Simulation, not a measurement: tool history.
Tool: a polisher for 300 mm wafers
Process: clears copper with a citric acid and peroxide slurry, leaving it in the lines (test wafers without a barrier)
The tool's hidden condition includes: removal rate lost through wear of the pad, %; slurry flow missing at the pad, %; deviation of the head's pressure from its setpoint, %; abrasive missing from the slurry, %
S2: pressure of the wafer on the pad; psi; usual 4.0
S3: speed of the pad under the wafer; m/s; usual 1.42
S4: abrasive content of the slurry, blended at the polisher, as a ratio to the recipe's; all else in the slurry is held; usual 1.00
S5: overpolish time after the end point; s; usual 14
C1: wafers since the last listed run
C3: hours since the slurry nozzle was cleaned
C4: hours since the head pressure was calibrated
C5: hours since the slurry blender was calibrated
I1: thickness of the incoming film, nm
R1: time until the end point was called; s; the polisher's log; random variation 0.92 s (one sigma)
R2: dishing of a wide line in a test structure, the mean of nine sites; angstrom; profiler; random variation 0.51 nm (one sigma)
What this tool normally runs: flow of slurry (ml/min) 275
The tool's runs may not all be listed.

{"run": 1, "day": 0.0, "flow of slurry (ml/min)": 275, "S2": 4.5, "S3": 1.42, "S4": 1.0, "S5": 14, "C1": 0, "wafers polished on this pad": 1493, "C3": 224.4, "C4": 375.4, "C5": 185.0, "I1": 339.2, "R1": 69.0, "R2": 420}
{"run": 2, "day": 1.779, "flow of slurry (ml/min)": 275, "S2": 4.5, "S3": 1.42, "S4": 1.0, "S5": 14, "C1": 354, "wafers polished on this pad": 1847, "C3": 267.1, "C4": 418.1, "C5": 227.7, "I1": 338.5, "R1": 70.7, "R2": 419}
{"day": 3.1, "done": "slurry nozzle cleaned"}
{"run": 3, "day": 3.988, "flow of slurry (ml/min)": 275, "S2": 4.0, "S3": 1.42, "S4": 1.0, "S5": 14, "C1": 431, "wafers polished on this pad": 2279, "C3": 21.3, "C4": 471.1, "C5": 280.7, "I1": 345.6, "R1": 82.4, "R2": 374}
{"run": 4, "day": 5.517, "flow of slurry (ml/min)": 275, "S2": 4.0, "S3": 1.42, "S4": 1.0, "S5": 14, "C1": 304, "wafers polished on this pad": 2584, "C3": 58.0, "C4": 507.8, "C5": 317.4, "I1": 342.3, "R1": 79.4, "R2": 378}
{"day": 6.108, "done": "worn pad replaced by a new one"}
{"run": 5, "day": 12.946, "flow of slurry (ml/min)": 245, "S2": 4.0, "S3": 1.42, "S4": 1.0, "S5": 14, "C1": 1447, "wafers polished on this pad": 1363, "C3": 236.3, "C4": 686.1, "C5": 495.7, "I1": 338.3, "R1": 81.3, "R2": 367}
{"day": 14.8, "done": "slurry blender recalibrated"}
{"run": 6, "day": 15.592, "flow of slurry (ml/min)": 275, "S2": 4.8, "S3": 1.26, "S4": 1.0, "S5": 14, "C1": 510, "wafers polished on this pad": 1873, "C3": 299.8, "C4": 749.6, "C5": 19.0, "I1": 342.3, "R1": 72.7, "R2": 401}
{"day": 16.479, "done": "slurry nozzle cleaned"}
{"run": 7, "day": 16.883, "flow of slurry (ml/min)": 275, "S2": 4.0, "S3": 1.42, "S4": 1.0, "S5": 14, "C1": 249, "wafers polished on this pad": 2123, "C3": 9.7, "C4": 780.6, "C5": 50.0, "I1": 335.6, "R1": 76.1, "R2": 394}
{"day": 17.117, "done": "worn pad replaced by a new one"}
{"run": 8, "day": 17.929, "flow of slurry (ml/min)": 275, "S2": 4.0, "S3": 1.42, "S4": 1.0, "S5": 14, "C1": 175, "wafers polished on this pad": 161, "C3": 34.8, "C4": 805.7, "C5": 75.1, "I1": 334.0, "R1": 76.3, "R2": 389}
{"run": 9, "day": 19.321, "flow of slurry (ml/min)": 275, "S2": 4.0, "S3": 1.42, "S4": 1.0, "S5": 14, "C1": 277, "wafers polished on this pad": 439, "C3": 68.2, "C4": 839.1, "C5": 108.5, "I1": 345.1, "R1": 78.7, "R2": 378}
{"run": 10, "day": 21.95, "flow of slurry (ml/min)": 275, "S2": 4.0, "S3": 1.42, "S4": 1.0, "S5": 9, "C1": 524, "wafers polished on this pad": 963, "C3": 131.3, "C4": 902.2, "C5": 171.6, "I1": 339.3, "R1": 78.7, "R2": 264}
{"run": 11, "day": 23.867, "flow of slurry (ml/min)": 275, "S2": 4.0, "S3": 1.42, "S4": 1.0, "S5": 9, "C1": 382, "wafers polished on this pad": 1345, "C3": 177.3, "C4": 948.2, "C5": 217.6, "I1": 340.1, "R1": 79.3, "R2": 265}
{"day": 24.354, "done": "head pressure recalibrated"}
{"run": 12, "day": 26.021, "flow of slurry (ml/min)": 275, "S2": 4.0, "S3": 1.42, "S4": 1.0, "S5": 14, "C1": 412, "wafers polished on this pad": 1758, "C3": 229.0, "C4": 40.0, "C5": 269.3, "I1": 344.0, "R1": 80.9, "R2": 376}
{"run": 13, "day": 27.983, "flow of slurry (ml/min)": 275, "S2": 4.0, "S3": 1.42, "S4": 1.0, "S5": 14, "C1": 391, "wafers polished on this pad": 2149, "C3": 276.1, "C4": 87.1, "C5": 316.4, "I1": 340.8, "R1": 79.8, "R2": 371}
{"day": 29.996, "done": "worn pad replaced by a new one"}
{"day": 29.996, "done": "slurry nozzle cleaned"}
{"run": 14, "day": 30.125, "flow of slurry (ml/min)": 275, "S2": 4.0, "S3": 1.3, "S4": 1.0, "S5": 20, "C1": 418, "wafers polished on this pad": 25, "C3": 3.1, "C4": 138.5, "C5": 367.8, "I1": 338.0, "R1": 88.9, "R2": 446}
{"run": 15, "day": 34.038, "flow of slurry (ml/min)": 275, "S2": 4.0, "S3": 1.42, "S4": 1.0, "S5": 14, "C1": 779, "wafers polished on this pad": 805, "C3": 97.0, "C4": 232.4, "C5": 461.7, "I1": 336.0, "R1": 81.5, "R2": 372}
{"run": 16, "day": 36.121, "flow of slurry (ml/min)": 275, "S2": 4.0, "S3": 1.42, "S4": 0.9, "S5": 14, "C1": 415, "wafers polished on this pad": 1221, "C3": 147.0, "C4": 282.4, "C5": 511.7, "I1": 344.9, "R1": 83.9, "R2": 370}
{"day": 36.65, "done": "slurry blender recalibrated"}
{"run": 17, "day": 38.296, "flow of slurry (ml/min)": 305, "S2": 4.0, "S3": 1.02, "S4": 1.0, "S5": 14, "C1": 416, "wafers polished on this pad": 1638, "C3": 199.2, "C4": 334.6, "C5": 39.5, "I1": 343.9, "R1": 104.4, "R2": 297}
{"run": 18, "day": 40.321, "flow of slurry (ml/min)": 275, "S2": 4.0, "S3": 1.12, "S4": 1.0, "S5": 14, "C1": 403, "wafers polished on this pad": 2041, "C3": 247.8, "C4": 383.2, "C5": 88.1, "I1": 338.1, "R1": 95.3, "R2": 317}
{"run": 19, "day": 42.067, "flow of slurry (ml/min)": 275, "S2": 4.8, "S3": 1.02, "S4": 1.0, "S5": 14, "C1": 348, "wafers polished on this pad": 2389, "C3": 289.7, "C4": 425.1, "C5": 130.0, "I1": 340.7, "R1": 90.2, "R2": 347}
{"day": 42.842, "done": "worn pad replaced by a new one"}
{"day": 43.442, "done": "slurry nozzle cleaned"}
{"run": 20, "day": 44.167, "flow of slurry (ml/min)": 200, "S2": 5.4, "S3": 1.28, "S4": 1.15, "S5": 14, "C1": 377, "wafers polished on this pad": 255, "C3": 17.4, "C4": 475.5, "C5": 180.4, "I1": 340.7, "R1": 63.5, "R2": 449}
{"run": 21, "day": 46.229, "flow of slurry (ml/min)": 230, "S2": 4.4, "S3": 1.22, "S4": 0.8, "S5": 14, "C1": 411, "wafers polished on this pad": 666, "C3": 66.9, "C4": 525.0, "C5": 229.9, "I1": 344.7, "R1": 90.9, "R2": 354}
{"run": 22, "day": 48.304, "flow of slurry (ml/min)": 210, "S2": 3.0, "S3": 0.94, "S4": 1.0, "S5": 21, "C1": 413, "wafers polished on this pad": 1080, "C3": 116.7, "C4": 574.8, "C5": 279.7, "I1": 341.7, "R1": 162.8, "R2": 298}
{"run": 23, "day": 50.929, "flow of slurry (ml/min)": 240, "S2": 4.0, "S3": 1.24, "S4": 1.0, "S5": 21, "C1": 523, "wafers polished on this pad": 1603, "C3": 179.7, "C4": 637.8, "C5": 342.7, "I1": 340.8, "R1": 93.7, "R2": 462}
{"run": 24, "day": 52.446, "flow of slurry (ml/min)": 275, "S2": 4.0, "S3": 1.42, "S4": 1.0, "S5": 14, "C1": 302, "wafers polished on this pad": 1906, "C3": 216.1, "C4": 674.2, "C5": 379.1, "I1": 339.4, "R1": 79.5, "R2": 382}
{"day": 54.529, "done": "worn pad replaced by a new one"}
{"run": 25, "day": 55.004, "flow of slurry (ml/min)": 250, "S2": 4.0, "S3": 1.14, "S4": 0.8, "S5": 22, "C1": 476, "wafers polished on this pad": 94, "C3": 277.5, "C4": 735.6, "C5": 440.5, "I1": 341.6, "R1": 105.4, "R2": 438}
{"day": 56.862, "done": "slurry nozzle cleaned"}
{"run": 26, "day": 57.583, "flow of slurry (ml/min)": 275, "S2": 4.0, "S3": 1.42, "S4": 1.0, "S5": 14, "C1": 505, "wafers polished on this pad": 600, "C3": 17.3, "C4": 797.5, "C5": 502.4, "I1": 341.5, "R1": 80.1, "R2": 379}
{"run": 27, "day": 58.583, "flow of slurry (ml/min)": 275, "S2": 4.0, "S3": 1.42, "S4": 1.0, "S5": 14, "C1": 199, "wafers polished on this pad": 800, "C3": 41.3, "C4": 821.5, "C5": 526.4, "I1": 341.4, "R1": 81.2, "R2": 371}

Each row is a separate what-if for the run after 27, all from the same tool condition, not one after another. Results?
{"run": "A", "day": 58.6, "flow of slurry (ml/min)": 275, "S2": 4.0, "S3": 1.42, "S4": 1.0, "S5": 17, "C1": 3, "wafers polished on this pad": 803, "C3": 41.7, "C4": 821.9, "C5": 526.8, "I1": 341.0, "R1": "?", "R2": "?"}
{"run": "B", "day": 58.6, "flow of slurry (ml/min)": 275, "S2": 2.8, "S3": 1.28, "S4": 1.0, "S5": 19, "C1": 3, "wafers polished on this pad": 803, "C3": 41.7, "C4": 821.9, "C5": 526.8, "I1": 341.0, "R1": "?", "R2": "?"}
{"run": "C", "day": 58.6, "flow of slurry (ml/min)": 195, "S2": 4.0, "S3": 1.42, "S4": 1.3, "S5": 16, "C1": 3, "wafers polished on this pad": 803, "C3": 41.7, "C4": 821.9, "C5": 526.8, "I1": 341.0, "R1": "?", "R2": "?"}
{"run": "D", "day": 58.6, "flow of slurry (ml/min)": 275, "S2": 4.7, "S3": 1.42, "S4": 1.0, "S5": 14, "C1": 3, "wafers polished on this pad": 803, "C3": 41.7, "C4": 821.9, "C5": 526.8, "I1": 341.0, "R1": "?", "R2": "?"}
{"run": "E", "day": 58.6, "flow of slurry (ml/min)": 220, "S2": 3.0, "S3": 1.42, "S4": 1.0, "S5": 14, "C1": 3, "wafers polished on this pad": 803, "C3": 41.7, "C4": 821.9, "C5": 526.8, "I1": 341.0, "R1": "?", "R2": "?"}

run=A R1=80.4 R2=434
run=B R1=126.5 R2=328
run=C R1=77.4 R2=427
run=D R1=68.6 R2=425
run=E R1=108.2 R2=291
Without the tool's hidden state the same runs would have given:
run=A R1=74.0 R2=462
run=B R1=116.5 R2=351
run=C R1=71.0 R2=455
run=D R1=63.1 R2=452
run=E R1=99.6 R2=311

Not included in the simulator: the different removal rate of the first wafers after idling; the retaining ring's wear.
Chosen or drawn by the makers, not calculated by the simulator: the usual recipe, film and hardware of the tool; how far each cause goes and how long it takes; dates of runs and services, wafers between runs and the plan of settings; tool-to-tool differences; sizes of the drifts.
